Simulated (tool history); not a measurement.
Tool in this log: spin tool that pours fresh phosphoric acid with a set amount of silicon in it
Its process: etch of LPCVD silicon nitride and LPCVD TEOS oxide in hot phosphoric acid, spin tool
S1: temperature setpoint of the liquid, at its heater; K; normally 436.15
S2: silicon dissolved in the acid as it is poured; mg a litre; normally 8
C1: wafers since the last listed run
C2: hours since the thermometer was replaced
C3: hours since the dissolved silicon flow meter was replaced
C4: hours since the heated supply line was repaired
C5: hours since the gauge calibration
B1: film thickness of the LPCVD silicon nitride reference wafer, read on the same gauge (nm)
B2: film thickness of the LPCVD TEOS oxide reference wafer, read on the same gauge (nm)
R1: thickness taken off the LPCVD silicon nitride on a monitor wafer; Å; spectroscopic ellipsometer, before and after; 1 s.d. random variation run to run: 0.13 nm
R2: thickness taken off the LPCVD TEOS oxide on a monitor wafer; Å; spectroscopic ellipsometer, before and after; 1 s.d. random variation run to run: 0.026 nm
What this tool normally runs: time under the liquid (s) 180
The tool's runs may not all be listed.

{"run": 1, "day": 0.0, "S1": 437.15, "S2": 10, "time under the liquid (s)": 120, "C1": 0, "C2": 536.4, "C3": 211.5, "C4": 197.3, "C5": 1620.2, "B1": 110, "B2": 89.99, "R1": 106.7, "R2": 6.57}
{"day": 2.538, "done": "gauge calibrated"}
{"run": 2, "day": 3.617, "S1": 439.15, "S2": 10.5, "time under the liquid (s)": 125, "C1": 490, "C2": 623.2, "C3": 298.3, "C4": 284.1, "C5": 25.9, "B1": 110.01, "B2": 89.99, "R1": 119.3, "R2": 8.18}
{"run": 3, "day": 7.621, "S1": 434.65, "S2": 5, "time under the liquid (s)": 285, "C1": 543, "C2": 719.3, "C3": 394.4, "C4": 380.2, "C5": 122, "B1": 110, "B2": 89.985, "R1": 235.4, "R2": 14.32}
{"day": 10.1, "done": "thermometer replaced"}
{"run": 4, "day": 11.008, "S1": 436.15, "S2": 8, "time under the liquid (s)": 180, "C1": 453, "C2": 21.8, "C3": 475.7, "C4": 461.5, "C5": 203.3, "B1": 110, "B2": 90.005, "R1": 155, "R2": 9.62}
{"run": 5, "day": 14.967, "S1": 434.65, "S2": 13.5, "time under the liquid (s)": 130, "C1": 536, "C2": 116.8, "C3": 570.7, "C4": 556.5, "C5": 298.3, "B1": 110.02, "B2": 90.036, "R1": 106.8, "R2": 5.31}
{"day": 15.608, "done": "heated supply line repaired, repeated, since the last time left the tool worse"}
{"run": 6, "day": 19.467, "S1": 437.65, "S2": 10, "time under the liquid (s)": 225, "C1": 604, "C2": 224.8, "C3": 678.7, "C4": 92.6, "C5": 406.3, "B1": 110, "B2": 90.014, "R1": 218.3, "R2": 14.22}
{"run": 7, "day": 23.183, "S1": 434.65, "S2": 8, "time under the liquid (s)": 100, "C1": 504, "C2": 314, "C3": 767.9, "C4": 181.8, "C5": 495.5, "B1": 110, "B2": 90.011, "R1": 87.3, "R2": 5.45}
{"day": 24.667, "done": "dissolved silicon flow meter replaced"}
{"run": 8, "day": 26.742, "S1": 436.15, "S2": 12.5, "time under the liquid (s)": 180, "C1": 476, "C2": 399.4, "C3": 49.8, "C4": 267.2, "C5": 580.9, "B1": 110, "B2": 89.998, "R1": 163.9, "R2": 9.61}
{"run": 9, "day": 30.467, "S1": 436.15, "S2": 8, "time under the liquid (s)": 180, "C1": 505, "C2": 488.8, "C3": 139.2, "C4": 356.6, "C5": 670.3, "B1": 109.99, "B2": 89.961, "R1": 164.6, "R2": 10.85}
{"run": 10, "day": 32.729, "S1": 438.15, "S2": 4.5, "time under the liquid (s)": 95, "C1": 306, "C2": 543.1, "C3": 193.5, "C4": 410.9, "C5": 724.6, "B1": 110.01, "B2": 90.022, "R1": 93.2, "R2": 7.29}
{"run": 11, "day": 35.529, "S1": 436.15, "S2": 11, "time under the liquid (s)": 180, "C1": 379, "C2": 610.3, "C3": 260.7, "C4": 478.1, "C5": 791.8, "B1": 110.02, "B2": 90.019, "R1": 164.3, "R2": 9.89}
{"run": 12, "day": 39.917, "S1": 436.15, "S2": 8, "time under the liquid (s)": 180, "C1": 595, "C2": 715.6, "C3": 366, "C4": 583.4, "C5": 897.1, "B1": 110.01, "B2": 90, "R1": 162.7, "R2": 10.58}
{"day": 40.8, "done": "thermometer replaced"}
{"run": 13, "day": 43.221, "S1": 436.15, "S2": 8, "time under the liquid (s)": 230, "C1": 442, "C2": 58.1, "C3": 445.3, "C4": 662.7, "C5": 976.4, "B1": 110, "B2": 89.999, "R1": 210.6, "R2": 14.25}
{"run": 14, "day": 44.938, "S1": 437.15, "S2": 2, "time under the liquid (s)": 235, "C1": 232, "C2": 99.3, "C3": 486.5, "C4": 703.9, "C5": 1017.6, "B1": 110, "B2": 89.996, "R1": 220.5, "R2": 17.26}
{"run": 15, "day": 47.021, "S1": 436.15, "S2": 8, "time under the liquid (s)": 180, "C1": 282, "C2": 149.3, "C3": 536.5, "C4": 753.9, "C5": 1067.6, "B1": 109.99, "B2": 90.042, "R1": 163.8, "R2": 10.41}
{"run": 16, "day": 48.754, "S1": 436.15, "S2": 10, "time under the liquid (s)": 260, "C1": 235, "C2": 190.9, "C3": 578.1, "C4": 795.5, "C5": 1109.2, "B1": 109.99, "B2": 90.022, "R1": 239.6, "R2": 14.97}
{"run": 17, "day": 51.175, "S1": 433.65, "S2": 8, "time under the liquid (s)": 180, "C1": 328, "C2": 249, "C3": 636.2, "C4": 853.6, "C5": 1167.3, "B1": 110.02, "B2": 90.013, "R1": 151.3, "R2": 8.68}
{"day": 51.979, "done": "dissolved silicon flow meter replaced"}
{"run": 18, "day": 54.208, "S1": 436.15, "S2": 12.5, "time under the liquid (s)": 180, "C1": 405, "C2": 321.8, "C3": 53.5, "C4": 926.4, "C5": 1240.1, "B1": 110.01, "B2": 89.992, "R1": 161.9, "R2": 9.1}
{"run": 19, "day": 63.738, "S1": 436.15, "S2": 8, "time under the liquid (s)": 180, "C1": 1292, "C2": 550.5, "C3": 282.2, "C4": 1155.1, "C5": 1468.8, "B1": 110, "B2": 89.988, "R1": 163.3, "R2": 10.2}
{"run": 20, "day": 65.838, "S1": 434.15, "S2": 11.5, "time under the liquid (s)": 245, "C1": 284, "C2": 600.9, "C3": 332.6, "C4": 1205.5, "C5": 1519.2, "B1": 110, "B2": 89.974, "R1": 206.5, "R2": 10.94}
{"run": 21, "day": 70.054, "S1": 436.15, "S2": 2, "time under the liquid (s)": 85, "C1": 571, "C2": 702.1, "C3": 433.8, "C4": 1306.7, "C5": 1620.4, "B1": 109.99, "B2": 89.992, "R1": 76.2, "R2": 5.47}

Entry by entry between the runs, the difference in hidden state between the last listed run before and the first listed run after:
Run 1 -> run 2: gauge calibrated (day 2.538)
  temperature lost on the way to the wafer (K): 1.91 -> 1.96
  what was measured, less what the result would be without the hidden state, R1: -7 -> -8 Å; R2: -0.98 -> -1.25 Å
Run 3 -> run 4: thermometer replaced (day 10.1)
  temperature lost on the way to the wafer (K): 2.02 -> 2.06
  what was measured, less what the result would be without the hidden state, R1: -16.5 -> -11 Å; R2: -2.3 -> -1.58 Å
Run 5 -> run 6: heated supply line repaired, repeated, since the last time left the tool worse (day 15.608)
  temperature lost on the way to the wafer (K): 2.12 -> 0.189
  what was measured, less what the result would be without the hidden state, R1: -7.9 -> -1.4 Å; R2: -0.9 -> -0.19 Å
Run 7 -> run 8: dissolved silicon flow meter replaced (day 24.667)
  temperature lost on the way to the wafer (K): 0.239 -> 0.288
  what was measured, less what the result would be without the hidden state, R1: -0.7 -> -1.6 Å; R2: -0.1 -> -0.2 Å
Run 12 -> run 13: thermometer replaced (day 40.8)
  temperature lost on the way to the wafer (K): 0.467 -> 0.512
  what was measured, less what the result would be without the hidden state, R1: -2.6 -> -3.6 Å; R2: -0.37 -> -0.55 Å
Run 17 -> run 18: dissolved silicon flow meter replaced (day 51.979)
  temperature lost on the way to the wafer (K): 0.62 -> 0.661
  what was measured, less what the result would be without the hidden state, R1: -3.2 -> -3.6 Å; R2: -0.4 -> -0.46 Å
